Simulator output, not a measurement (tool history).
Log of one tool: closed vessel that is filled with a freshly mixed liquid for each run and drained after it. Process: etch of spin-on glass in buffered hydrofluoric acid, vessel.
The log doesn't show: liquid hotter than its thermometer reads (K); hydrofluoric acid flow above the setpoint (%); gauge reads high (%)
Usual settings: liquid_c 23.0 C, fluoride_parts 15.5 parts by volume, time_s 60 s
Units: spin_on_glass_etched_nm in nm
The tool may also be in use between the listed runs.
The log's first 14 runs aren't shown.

run   hour  liquid_c  fluoride_parts  time_s  wafers since the last listed run  hours since the thermometer was replaced  hours since the hydrofluoric acid flow meter was replaced  hours since the gauge calibration  read-back film thickness of the spin-on glass reference wafer, read on the same gauge (nm)  spin_on_glass_etched_nm
 15  186.6      23.0            15.5      60                              1337                                      51.3                                                      146.3                              240.6                                                                                       90.01                   225.02
 16  197.5      23.0            15.5      60                              1602                                      62.2                                                      157.2                              251.5                                                                                       90.01                   224.16
 17  207.5      23.0            15.5      45                              1469                                      72.2                                                      167.2                              261.5                                                                                       90.00                   168.65
 18  220.7      23.0            15.5      60                              1940                                      85.4                                                      180.4                              274.7                                                                                       89.99                   225.37
 19  233.7      23.0            15.5      60                              1910                                      98.4                                                      193.4                              287.7                                                                                       90.00                   224.30
     238.3  -- gauge calibrated
 20  250.2      27.5            17.5      40                              2425                                     114.9                                                      209.9                               11.9                                                                                       90.02                   169.95
 21  258.8      23.0            17.5      30                              1263                                     123.5                                                      218.5                               20.5                                                                                       90.00                    99.86
 22  269.8      23.0            11.0      70                              1616                                     134.5                                                      229.5                               31.5                                                                                       90.01                   367.76
 23  284.1      19.5            17.0      85                              2101                                     148.8                                                      243.8                               45.8                                                                                       90.00                   240.06
 24  292.2      23.0            15.5      60                              1190                                     156.9                                                      251.9                               53.9                                                                                       89.99                   225.49
 25  301.0      25.5            17.0      60                              1293                                     165.7                                                      260.7                               62.7                                                                                       90.01                   236.81
 26  310.1      19.0            20.0      85                              1337                                     174.8                                                      269.8                               71.8                                                                                       90.00                   198.96
 27  326.1      24.5            15.5      35                              2351                                     190.8                                                      285.8                               87.8                                                                                       90.00                   143.70
 28  343.3      21.5            12.0      85                              2527                                     208.0                                                      303.0                              105.0                                                                                       90.00                   378.06
 29  350.3      21.5            12.0      85                              1028                                     215.0                                                      310.0                              112.0                                                                                       89.99                   379.64
 30  358.1      23.0            15.5      60                              1146                                     222.8                                                      317.8                              119.8                                                                                       90.00                   224.83
 31  367.6      20.5            18.0      50                              1396                                     232.3                                                      327.3                              129.3                                                                                       90.01                   143.19
 32  379.1      23.0            15.5      60                              1690                                     243.8                                                      338.8                              140.8                                                                                       90.01                   226.53

5 ways to go on from here, each from the tool as it stands after run 32. What would each give?
  A  379.8      23.0            15.5      95                               102                                     244.5                                                      339.5                              141.5                                                                                           ?                        ?
  B  379.8      23.0            13.5      40                               102                                     244.5                                                      339.5                              141.5                                                                                           ?                        ?
  C  379.8      25.5            12.5      60                               102                                     244.5                                                      339.5                              141.5                                                                                           ?                        ?
  D  379.8      23.0            15.5      70                               102                                     244.5                                                      339.5                              141.5                                                                                           ?                        ?
  E  379.8      27.5            15.5      85                               102                                     244.5                                                      339.5                              141.5                                                                                           ?                        ?

run  read-back film thickness of the spin-on glass reference wafer, read on the same gauge (nm)  spin_on_glass_etched_nm
  A                                                                                       90.00                   356.22
  B                                                                                       90.00                   171.76
  C                                                                                       90.00                   318.37
  D                                                                                       90.00                   262.47
  E                                                                                       90.00                   406.75
Without the tool's hidden state the same runs would have given:
run  spin_on_glass_etched_nm
  A                   351.42
  B                   169.47
  C                   314.11
  D                   258.94
  E                   401.28
